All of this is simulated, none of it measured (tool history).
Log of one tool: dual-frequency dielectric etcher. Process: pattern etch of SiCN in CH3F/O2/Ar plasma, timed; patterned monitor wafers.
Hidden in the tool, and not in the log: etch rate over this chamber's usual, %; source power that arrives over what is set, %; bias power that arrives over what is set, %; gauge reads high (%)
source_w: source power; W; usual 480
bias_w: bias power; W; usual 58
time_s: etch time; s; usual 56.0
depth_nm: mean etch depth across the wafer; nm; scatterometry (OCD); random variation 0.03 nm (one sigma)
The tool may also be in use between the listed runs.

| run | hour | source_w | bias_w | time_s | wafers since the last listed run | hours since the last wet clean | hours since the last source power generator calibration | hours since the last bias power generator calibration | hours since the last upper electrode change | hours since the gauge calibration | read-back reference wafer on the same gauge, depth_nm | depth_nm |
|---|---|---|---|---|---|---|---|---|---|---|---|---|
| 1 | 0.0 | 480 | 58 | 56.0 | 0 | 404.7 | 2922.1 | 3444.2 | 2659.7 | 398.8 | 22.71 | 20.30 |
| 2 | 15.2 | 480 | 58 | 56.0 | 181 | 419.9 | 2937.3 | 3459.4 | 2674.9 | 414.0 | 22.70 | 20.26 |
| 3 | 25.2 | 480 | 58 | 43.0 | 119 | 429.9 | 2947.3 | 3469.4 | 2684.9 | 424.0 | 22.69 | 15.55 |
|  | 33.5 | gauge calibrated |
| 4 | 39.2 | 480 | 58 | 56.0 | 167 | 443.9 | 2961.3 | 3483.4 | 2698.9 | 5.7 | 22.71 | 20.28 |
| 5 | 51.6 | 480 | 58 | 56.0 | 148 | 456.3 | 2973.7 | 3495.8 | 2711.3 | 18.1 | 22.69 | 20.28 |
| 6 | 61.3 | 480 | 58 | 56.0 | 115 | 466.0 | 2983.4 | 3505.5 | 2721.0 | 27.8 | 22.70 | 20.30 |
|  | 66.3 | bias power generator calibrated |
|  | 86.9 | wet clean of the chamber |
| 7 | 87.4 | 480 | 58 | 62.0 | 17 | 0.5 | 3009.5 | 21.1 | 2747.1 | 53.9 | 22.70 | 21.98 |
| 8 | 87.7 | 480 | 58 | 62.0 | 3 | 0.8 | 3009.8 | 21.4 | 2747.4 | 54.2 | 22.70 | 22.03 |
| 9 | 89.6 | 480 | 51 | 56.0 | 22 | 2.7 | 3011.7 | 23.3 | 2749.3 | 56.1 | 22.70 | 19.20 |
| 10 | 99.5 | 380 | 68 | 49.0 | 118 | 12.6 | 3021.6 | 33.2 | 2759.2 | 66.0 | 22.71 | 16.50 |
| 11 | 108.7 | 480 | 58 | 56.0 | 109 | 21.8 | 3030.8 | 42.4 | 2768.4 | 75.2 | 22.70 | 19.93 |
| 12 | 115.0 | 520 | 44 | 65.0 | 75 | 28.1 | 3037.1 | 48.7 | 2774.7 | 81.5 | 22.70 | 22.24 |
| 13 | 121.5 | 380 | 70 | 47.0 | 77 | 34.6 | 3043.6 | 55.2 | 2781.2 | 88.0 | 22.69 | 15.95 |
|  | 161.4 | upper electrode replaced |
| 14 | 161.9 | 380 | 70 | 56.0 | 196 | 75.0 | 3084.0 | 95.6 | 0.5 | 128.4 | 22.70 | 19.04 |
| 15 | 163.8 | 480 | 58 | 56.0 | 22 | 76.9 | 3085.9 | 97.5 | 2.4 | 130.3 | 22.70 | 19.93 |
| 16 | 171.9 | 360 | 58 | 67.5 | 96 | 85.0 | 3094.0 | 105.6 | 10.5 | 138.4 | 22.70 | 21.26 |
| 17 | 186.3 | 420 | 58 | 66.5 | 172 | 99.4 | 3108.4 | 120.0 | 24.9 | 152.8 | 22.70 | 22.36 |
|  | 196.1 | source power generator calibrated |
| 18 | 197.0 | 570 | 47 | 69.0 | 80 | 110.1 | 0.9 | 130.7 | 35.6 | 163.5 | 22.69 | 25.02 |
| 19 | 205.1 | 360 | 49 | 44.5 | 96 | 118.2 | 9.0 | 138.8 | 43.7 | 171.6 | 22.70 | 13.41 |
| 20 | 220.8 | 480 | 72 | 56.0 | 187 | 133.9 | 24.7 | 154.5 | 59.4 | 187.3 | 22.69 | 21.24 |
| 21 | 236.5 | 480 | 58 | 56.0 | 187 | 149.6 | 40.4 | 170.2 | 75.1 | 203.0 | 22.70 | 19.98 |
| 22 | 252.9 | 560 | 68 | 45.0 | 196 | 166.0 | 56.8 | 186.6 | 91.5 | 219.4 | 22.69 | 17.89 |
| 23 | 267.4 | 480 | 58 | 56.0 | 173 | 180.5 | 71.3 | 201.1 | 106.0 | 233.9 | 22.70 | 20.05 |
| 24 | 284.8 | 480 | 58 | 56.0 | 208 | 197.9 | 88.7 | 218.5 | 123.4 | 251.3 | 22.70 | 20.04 |
| 25 | 302.5 | 530 | 58 | 56.0 | 211 | 215.6 | 106.4 | 236.2 | 141.1 | 269.0 | 22.70 | 20.96 |
| 26 | 309.7 | 430 | 70 | 48.0 | 86 | 222.8 | 113.6 | 243.4 | 148.3 | 276.2 | 22.71 | 17.36 |
| 27 | 318.2 | 520 | 64 | 46.0 | 101 | 231.3 | 122.1 | 251.9 | 156.8 | 284.7 | 22.71 | 17.49 |
| 28 | 331.9 | 480 | 58 | 56.0 | 163 | 245.0 | 135.8 | 265.6 | 170.5 | 298.4 | 22.70 | 20.09 |
| 29 | 349.5 | 380 | 62 | 65.0 | 210 | 262.6 | 153.4 | 283.2 | 188.1 | 316.0 | 22.70 | 21.47 |

Forecast each of these 5 alternatives for the next run:
| A | 349.9 | 480 | 70 | 56.0 | 4 | 263.0 | 153.8 | 283.6 | 188.5 | 316.4 | ? | ? |
| B | 349.9 | 480 | 63 | 56.0 | 4 | 263.0 | 153.8 | 283.6 | 188.5 | 316.4 | ? | ? |
| C | 349.9 | 440 | 58 | 42.0 | 4 | 263.0 | 153.8 | 283.6 | 188.5 | 316.4 | ? | ? |
| D | 349.9 | 580 | 67 | 64.5 | 4 | 263.0 | 153.8 | 283.6 | 188.5 | 316.4 | ? | ? |
| E | 349.9 | 410 | 63 | 70.0 | 4 | 263.0 | 153.8 | 283.6 | 188.5 | 316.4 | ? | ? |

| run | read-back reference wafer on the same gauge, depth_nm | depth_nm |
|---|---|---|
| A | 22.70 | 21.21 |
| B | 22.70 | 20.58 |
| C | 22.70 | 14.54 |
| D | 22.70 | 26.10 |
| E | 22.70 | 24.06 |
Without the tool's hidden state the same runs would have given:
| run | depth_nm |
|---|---|
| A | 21.01 |
| B | 20.38 |
| C | 14.40 |
| D | 25.85 |
| E | 23.83 |
